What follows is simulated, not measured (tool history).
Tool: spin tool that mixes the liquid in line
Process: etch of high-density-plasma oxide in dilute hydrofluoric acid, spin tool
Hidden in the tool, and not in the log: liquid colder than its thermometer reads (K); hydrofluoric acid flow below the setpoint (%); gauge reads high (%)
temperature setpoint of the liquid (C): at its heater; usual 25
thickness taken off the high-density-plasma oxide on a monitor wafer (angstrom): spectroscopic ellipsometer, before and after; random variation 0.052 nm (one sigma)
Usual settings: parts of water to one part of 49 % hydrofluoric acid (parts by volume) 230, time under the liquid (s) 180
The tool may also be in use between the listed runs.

run,day,temperature setpoint of the liquid (C),parts of water to one part of 49 % hydrofluoric acid (parts by volume),time under the liquid (s),wafers since the last listed run,hours since the thermometer was replaced,hours since the hydrofluoric acid flow meter was replaced,hours since the gauge calibration,"read-back film thickness of the high-density-plasma oxide reference wafer, read on the same gauge (nm)",thickness taken off the high-density-plasma oxide on a monitor wafer (angstrom)
1,0,25,175,120,0,1296.4,1350.8,687.4,40,48.2
2,1.521,25,175,120,214,1332.9,1387.3,723.9,39.99,48.9
3,4.583,25,230,180,431,1406.4,1460.8,797.4,40,51.7
4,7.15,25,230,180,361,1468,1522.4,859,40,53.2
5,8.854,25,230,125,240,1508.9,1563.3,899.9,40.02,36.5
6,12.571,25,230,125,523,1598.1,1652.5,989.1,40.02,35.4
7,18.058,25,230,125,773,1729.8,1784.2,1120.8,39.97,35.9
8,20.992,25,230,180,413,1800.2,1854.6,1191.2,40,51
# day 22.392: gauge calibrated
9,22.692,25,230,180,239,1841,1895.4,7.2,39.99,52
10,25.892,25,230,180,451,1917.8,1972.2,84,40.01,51.6
11,29.542,25,180,180,514,2005.4,2059.8,171.6,40.01,68.8
# day 30.504: thermometer replaced
12,31.246,25,230,180,234,17.8,2100.7,212.5,39.97,55.2
# day 31.929: hydrofluoric acid flow meter replaced
13,33.221,25,230,180,272,65.2,31,259.9,39.98,54.1
14,34.904,25,330,115,237,105.6,71.4,300.3,39.99,22.1
15,37.104,25,185,180,310,158.4,124.2,353.1,40.02,70.6
16,38.833,27.5,305,285,243,199.9,165.7,394.6,40,65.2
17,41.425,25,230,180,365,262.1,227.9,456.8,39.99,53.6
18,43.942,29,180,285,354,322.5,288.3,517.2,40.01,133
19,47.629,25,230,180,519,411,376.8,605.7,40.01,53.9
20,49.529,25,290,265,267,456.6,422.4,651.3,40.03,59.5
21,51.658,25,180,110,300,507.7,473.5,702.4,39.98,44.2
22,53.683,25,230,180,285,556.3,522.1,751,40,54.3
# day 62.912: gauge calibrated
23,62.971,23.5,195,140,1309,779.2,745,1.4,40.01,48.2
24,66.525,28,160,235,501,864.5,830.3,86.7,39.99,119.3
25,69.225,25,230,180,380,929.3,895.1,151.5,40.03,52.2
26,71.033,25,150,90,254,972.7,938.5,194.9,39.98,43.6
27,73.688,29,130,275,374,1036.4,1002.2,258.6,39.98,186.1

What the log doesn't show, run by run:
hydrofluoric acid flow below the setpoint (%): 0 in every run
gauge reads high (%): 0 in every run
H1: liquid colder than its thermometer reads (K)
run,H1
1,1.26
2,1.28
3,1.33
4,1.38
5,1.41
6,1.47
7,1.56
8,1.61
9,1.64
10,1.69
11,1.75
12,0.28
13,0.313
14,0.341
15,0.377
16,0.406
17,0.45
18,0.492
19,0.553
20,0.585
21,0.62
22,0.654
23,0.809
24,0.868
25,0.914
26,0.944
27,0.988
